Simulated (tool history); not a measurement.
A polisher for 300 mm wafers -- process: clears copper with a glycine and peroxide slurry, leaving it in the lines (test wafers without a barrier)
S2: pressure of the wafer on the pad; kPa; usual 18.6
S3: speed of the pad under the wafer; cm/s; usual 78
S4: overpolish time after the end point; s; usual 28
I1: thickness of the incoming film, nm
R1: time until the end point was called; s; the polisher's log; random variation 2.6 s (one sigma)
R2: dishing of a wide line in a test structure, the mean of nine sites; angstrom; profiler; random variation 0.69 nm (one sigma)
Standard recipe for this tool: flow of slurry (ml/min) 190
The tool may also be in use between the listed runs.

run 1 hour=0.0 | flow_of_slurry_(ml/min)=190 S2=18.6 S3=78 S4=28 | I1=628.4 | R1=181.0 R2=515
run 2 hour=57.8 | flow_of_slurry_(ml/min)=190 S2=18.6 S3=78 S4=28 | I1=620.1 | R1=181.4 R2=509
run 3 hour=102.3 | flow_of_slurry_(ml/min)=190 S2=18.6 S3=78 S4=28 | I1=614.5 | R1=183.3 R2=508
run 4 hour=162.8 | flow_of_slurry_(ml/min)=190 S2=18.6 S3=78 S4=28 | I1=624.0 | R1=163.9 R2=541
run 5 hour=243.1 | flow_of_slurry_(ml/min)=190 S2=18.6 S3=78 S4=28 | I1=622.9 | R1=170.6 R2=532
run 6 hour=316.7 | flow_of_slurry_(ml/min)=190 S2=18.6 S3=78 S4=28 | I1=616.7 | R1=172.8 R2=542
run 7 hour=418.3 | flow_of_slurry_(ml/min)=190 S2=18.6 S3=78 S4=28 | I1=618.9 | R1=173.7 R2=529
run 8 hour=508.6 | flow_of_slurry_(ml/min)=190 S2=22.8 S3=56 S4=28 | I1=626.5 | R1=211.8 R2=477
run 9 hour=585.9 | flow_of_slurry_(ml/min)=190 S2=22.8 S3=56 S4=28 | I1=616.3 | R1=207.1 R2=476
run 10 hour=625.2 | flow_of_slurry_(ml/min)=190 S2=18.6 S3=78 S4=28 | I1=618.4 | R1=184.4 R2=500
run 11 hour=720.3 | flow_of_slurry_(ml/min)=190 S2=18.6 S3=78 S4=28 | I1=617.9 | R1=186.6 R2=493
run 12 hour=806.1 | flow_of_slurry_(ml/min)=190 S2=18.6 S3=78 S4=28 | I1=623.8 | R1=188.4 R2=504
run 13 hour=884.1 | flow_of_slurry_(ml/min)=190 S2=18.6 S3=78 S4=28 | I1=614.3 | R1=195.2 R2=497
run 14 hour=925.8 | flow_of_slurry_(ml/min)=225 S2=13.1 S3=78 S4=18 | I1=607.6 | R1=194.9 R2=362
run 15 hour=994.7 | flow_of_slurry_(ml/min)=190 S2=18.6 S3=94 S4=28 | I1=624.1 | R1=148.5 R2=569
run 16 hour=1056.9 | flow_of_slurry_(ml/min)=190 S2=20.7 S3=78 S4=17 | I1=617.2 | R1=162.9 R2=403
run 17 hour=1151.7 | flow_of_slurry_(ml/min)=225 S2=18.6 S3=102 S4=28 | I1=621.5 | R1=136.3 R2=609
run 18 hour=1254.5 | flow_of_slurry_(ml/min)=130 S2=22.8 S3=78 S4=28 | I1=630.5 | R1=165.9 R2=545
run 19 hour=1357.0 | flow_of_slurry_(ml/min)=190 S2=18.6 S3=78 S4=28 | I1=622.8 | R1=184.0 R2=518
run 20 hour=1413.2 | flow_of_slurry_(ml/min)=245 S2=15.9 S3=58 S4=20 | I1=625.1 | R1=247.3 R2=336
run 21 hour=1466.0 | flow_of_slurry_(ml/min)=190 S2=18.6 S3=78 S4=28 | I1=609.1 | R1=184.0 R2=514
run 22 hour=1567.6 | flow_of_slurry_(ml/min)=190 S2=18.6 S3=78 S4=28 | I1=610.6 | R1=169.0 R2=543
run 23 hour=1620.6 | flow_of_slurry_(ml/min)=190 S2=18.6 S3=102 S4=28 | I1=618.3 | R1=135.6 R2=596
run 24 hour=1698.5 | flow_of_slurry_(ml/min)=235 S2=18.6 S3=78 S4=28 | I1=614.5 | R1=170.9 R2=549
run 25 hour=1743.6 | flow_of_slurry_(ml/min)=190 S2=18.6 S3=78 S4=28 | I1=622.8 | R1=178.6 R2=531
run 26 hour=1785.8 | flow_of_slurry_(ml/min)=190 S2=18.6 S3=78 S4=28 | I1=609.8 | R1=173.0 R2=523
run 27 hour=1878.8 | flow_of_slurry_(ml/min)=175 S2=15.2 S3=78 S4=28 | I1=606.4 | R1=204.6 R2=475
run 28 hour=2162.3 | flow_of_slurry_(ml/min)=170 S2=22.8 S3=100 S4=15 | I1=619.1 | R1=139.6 R2=393
run 29 hour=2255.5 | flow_of_slurry_(ml/min)=155 S2=22.8 S3=78 S4=15 | I1=624.7 | R1=154.8 R2=385
run 30 hour=2345.7 | flow_of_slurry_(ml/min)=190 S2=18.6 S3=78 S4=28 | I1=620.2 | R1=170.8 R2=548
run 31 hour=2426.5 | flow_of_slurry_(ml/min)=190 S2=22.1 S3=78 S4=12 | I1=626.9 | R1=154.5 R2=312
run 32 hour=2477.9 | flow_of_slurry_(ml/min)=140 S2=20.7 S3=78 S4=28 | I1=619.2 | R1=166.8 R2=537
run 33 hour=2562.5 | flow_of_slurry_(ml/min)=190 S2=18.6 S3=78 S4=28 | I1=624.9 | R1=176.6 R2=529
run 34 hour=2642.5 | flow_of_slurry_(ml/min)=190 S2=18.6 S3=94 S4=42 | I1=626.3 | R1=153.6 R2=678

Withheld: 9 entries from between the runs. Position of each, and hidden state at the listed run before versus the listed run after:
In the gap between runs 3 and 4: worn pad replaced by a new one (hour 134.4)
  removal rate lost through wear of the pad, %: 10.8 -> 2.54
  measured minus no-state result, R1: +19.7 -> +4.2 s; R2: -37 -> -8 angstrom
In the gap between runs 6 and 7: head pressure recalibrated (hour 350.0)
  removal rate lost through wear of the pad, %: 5.32 -> 7.15
  measured minus no-state result, R1: +9.2 -> +12.5 s; R2: -19 -> -24 angstrom
In the gap between runs 7 and 8: slurry nozzle cleaned (hour 465.4)
  removal rate lost through wear of the pad, %: 7.15 -> 8.78
  measured minus no-state result, R1: +12.5 -> +18.6 s; R2: -24 -> -30 angstrom
In the gap between runs 13 and 14: worn pad replaced by a new one (hour 888.1)
  removal rate lost through wear of the pad, %: 15.6 -> 1.48
  measured minus no-state result, R1: +30.4 -> +2.9 s; R2: -56 -> -4 angstrom
In the gap between runs 19 and 20: slurry nozzle cleaned (hour 1386.7)
  removal rate lost through wear of the pad, %: 9.26 -> 10.3
  measured minus no-state result, R1: +17.0 -> +25.4 s; R2: -31 -> -30 angstrom
In the gap between runs 21 and 22: worn pad replaced by a new one (hour 1473.3)
  removal rate lost through wear of the pad, %: 11.2 -> 2.68
  measured minus no-state result, R1: +20.7 -> +4.5 s; R2: -39 -> -9 angstrom
In the gap between runs 23 and 24: head pressure recalibrated (hour 1698.0)
  removal rate lost through wear of the pad, %: 3.63 -> 5.04
  measured minus no-state result, R1: +4.9 -> +8.6 s; R2: -11 -> -17 angstrom
In the gap between runs 27 and 28: slurry nozzle cleaned (hour 2147.7)
  removal rate lost through wear of the pad, %: 8.29 -> 13.4
  measured minus no-state result, R1: +16.9 -> +18.7 s; R2: -28 -> -42 angstrom
In the gap between runs 28 and 29: worn pad replaced by a new one (hour 2216.1)
  removal rate lost through wear of the pad, %: 13.4 -> 0.739
  measured minus no-state result, R1: +18.7 -> +1.2 s; R2: -42 -> -2 angstrom
